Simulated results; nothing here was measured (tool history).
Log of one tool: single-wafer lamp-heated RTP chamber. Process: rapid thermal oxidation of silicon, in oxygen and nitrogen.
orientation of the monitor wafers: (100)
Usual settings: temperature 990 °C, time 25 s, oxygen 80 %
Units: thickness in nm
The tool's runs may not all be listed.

| run | hour | temperature | time | oxygen | wafers since the last listed run | wafers since the last pyrometer calibration | hours since the oxygen flow controller was replaced | hours since the gauge calibration | read-back reference wafer on the same gauge, thickness | thickness |
|---|---|---|---|---|---|---|---|---|---|---|
| 1 | 0.0 | 990 | 25 | 80 | 0 | 1040 | 4186.8 | 379.7 | 4.190 | 3.936 |
| 2 | 45.5 | 990 | 25 | 80 | 500 | 1540 | 4232.3 | 425.2 | 4.190 | 3.969 |
| 3 | 96.0 | 990 | 25 | 80 | 555 | 2095 | 4282.8 | 475.7 | 4.192 | 3.969 |
| 4 | 146.3 | 990 | 25 | 80 | 552 | 2648 | 4333.1 | 526.0 | 4.191 | 4.008 |
|  | 193.3 | pyrometer window cleaned and pyrometer calibrated |
| 5 | 196.6 | 1009 | 33 | 80 | 465 | 36 | 4383.4 | 576.3 | 4.190 | 4.952 |
|  | 212.8 | gauge calibrated |
| 6 | 268.4 | 1009 | 33 | 80 | 789 | 825 | 4455.2 | 55.6 | 4.189 | 4.971 |
| 7 | 326.5 | 1009 | 33 | 80 | 638 | 1464 | 4513.3 | 113.7 | 4.188 | 5.000 |
| 8 | 374.0 | 990 | 32 | 58 | 522 | 1986 | 4560.8 | 161.2 | 4.191 | 3.954 |
| 9 | 412.8 | 990 | 32 | 58 | 426 | 2413 | 4599.6 | 200.0 | 4.189 | 3.968 |
|  | 459.2 | pyrometer window cleaned and pyrometer calibrated |
| 10 | 460.5 | 990 | 25 | 80 | 436 | 13 | 4647.3 | 247.7 | 4.191 | 3.913 |
| 11 | 486.5 | 990 | 25 | 80 | 285 | 299 | 4673.3 | 273.7 | 4.190 | 3.913 |
| 12 | 541.5 | 990 | 25 | 80 | 604 | 904 | 4728.3 | 328.7 | 4.187 | 3.914 |
| 13 | 597.3 | 990 | 37 | 90 | 613 | 1517 | 4784.1 | 384.5 | 4.191 | 4.790 |
| 14 | 632.4 | 972 | 18 | 68 | 385 | 1903 | 4819.2 | 419.6 | 4.189 | 3.076 |
| 15 | 777.5 | 990 | 25 | 80 | 1595 | 3498 | 4964.3 | 564.7 | 4.191 | 4.085 |
|  | 796.8 | pyrometer window cleaned and pyrometer calibrated |
|  | 799.1 | gauge calibrated |
| 16 | 837.2 | 1009 | 33 | 80 | 568 | 443 | 5024.0 | 38.1 | 4.192 | 4.945 |
| 17 | 879.3 | 1000 | 32 | 66 | 462 | 906 | 5066.1 | 80.2 | 4.188 | 4.338 |
| 18 | 920.1 | 960 | 25 | 58 | 448 | 1355 | 5106.9 | 121.0 | 4.188 | 3.057 |
|  | 947.1 | oxygen flow controller replaced |
| 19 | 964.3 | 990 | 25 | 80 | 397 | 1753 | 17.2 | 165.2 | 4.190 | 3.951 |
| 20 | 1015.3 | 998 | 36 | 62 | 560 | 2313 | 68.2 | 216.2 | 4.192 | 4.459 |
| 21 | 1062.6 | 1002 | 25 | 89 | 520 | 2833 | 115.5 | 263.5 | 4.189 | 4.482 |
| 22 | 1103.1 | 990 | 32 | 58 | 445 | 3279 | 156.0 | 304.0 | 4.187 | 4.054 |
|  | 1136.7 | pyrometer window cleaned and pyrometer calibrated |
| 23 | 1144.5 | 1012 | 25 | 80 | 367 | 85 | 197.4 | 345.4 | 4.192 | 4.512 |
| 24 | 1204.7 | 966 | 25 | 95 | 661 | 747 | 257.6 | 405.6 | 4.189 | 3.559 |
| 25 | 1256.5 | 990 | 25 | 80 | 569 | 1316 | 309.4 | 457.4 | 4.189 | 3.942 |

Hidden state or all else? Some run-to-run changes of thickness, split into what the settings, what came in and random variation would give without the hidden state, and what is left for the hidden state (with any gauge scatter that isn't in both results):
The hidden state here: true wafer temperature minus pyrometer reading, K; deviation of the oxygen flow from its setpoint, %; gauge reads high (%).
Run 13 -> 14: temperature 990 -> 972, time 37 -> 18, oxygen 90 -> 68. thickness -1.714 nm: hidden state -0.016, all else -1.698.
Run 14 -> 15: temperature 972 -> 990, time 18 -> 25, oxygen 68 -> 80. thickness +1.009 nm: hidden state +0.135, all else +0.874.
Run 15 -> 16: temperature 990 -> 1009, time 25 -> 33, pyrometer window cleaned and pyrometer calibrated, gauge calibrated. thickness +0.860 nm: hidden state -0.161, all else +1.021.
Run 17 -> 18: temperature 1000 -> 960, time 32 -> 25, oxygen 66 -> 58. thickness -1.281 nm: hidden state +0.001, all else -1.282.
